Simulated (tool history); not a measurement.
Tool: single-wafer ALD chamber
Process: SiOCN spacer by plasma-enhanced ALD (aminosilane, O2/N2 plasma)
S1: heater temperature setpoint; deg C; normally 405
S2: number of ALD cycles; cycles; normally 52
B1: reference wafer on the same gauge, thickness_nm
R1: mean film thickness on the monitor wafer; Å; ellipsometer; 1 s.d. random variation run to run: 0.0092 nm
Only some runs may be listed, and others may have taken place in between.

| run | hour | S1 | S2 | B1 | R1 |
|---|---|---|---|---|---|
| 1 | 0 | 396 | 45 | 3.02 | 32.34 |
| 2 | 9.7 | 405 | 52 | 3.02 | 36.65 |
| 3 | 20.2 | 405 | 52 | 3.019 | 36.94 |
| 4 | 36.1 | 401 | 46 | 3.022 | 33.01 |
| 5 | 43.2 | 401 | 46 | 3.021 | 33.05 |
| 6 | 51.4 | 405 | 52 | 3.023 | 37.01 |
| 7 | 68.3 | 405 | 52 | 3.024 | 36.86 |
| 8 | 79.5 | 405 | 52 | 3.025 | 36.77 |
| 9 | 88 | 405 | 52 | 3.025 | 36.88 |
| 10 | 103.5 | 405 | 52 | 3.029 | 36.88 |
| 11 | 112 | 405 | 52 | 3.028 | 36.94 |
| 12 | 126.7 | 405 | 52 | 3.031 | 37 |
| 13 | 133.8 | 405 | 52 | 3.032 | 36.97 |
| 14 | 143.6 | 405 | 52 | 3.031 | 36.93 |
| 15 | 185.9 | 405 | 52 | 3.038 | 37 |
| 16 | 197.5 | 405 | 49 | 3.041 | 35.01 |
| 17 | 206.9 | 405 | 49 | 3.043 | 35.08 |
| 18 | 217.4 | 412 | 49 | 3.044 | 34.35 |
| 19 | 227.5 | 391 | 46 | 3.045 | 33.4 |
| 20 | 242.9 | 397 | 49 | 3.048 | 35.62 |
| 21 | 259.8 | 391 | 44 | 3.052 | 31.82 |
| 22 | 276.5 | 405 | 52 | 3.054 | 37.32 |
| 23 | 290.5 | 398 | 62 | 3.058 | 45.11 |
|  | 316.1 | gauge calibrated |
|  | 333.8 | thermocouple changed; heater temperature recalibrated |
| 24 | 342 | 405 | 52 | 3.013 | 36.77 |
| 25 | 359.5 | 400 | 55 | 3.013 | 39.54 |
| 26 | 366.3 | 393 | 52 | 3.012 | 37.26 |
| 27 | 382.7 | 405 | 52 | 3.014 | 36.9 |
| 28 | 395 | 417 | 52 | 3.013 | 35.5 |

The next listed run, before its measurement:
| 29 | 411.2 | 412 | 61 | ? | ? |

{"run 29": {"B1": 3.013, "R1": 42.33}}
If the tool had no hidden condition, the same run with the same run-to-run variation would have returned R1 42.27 Å.
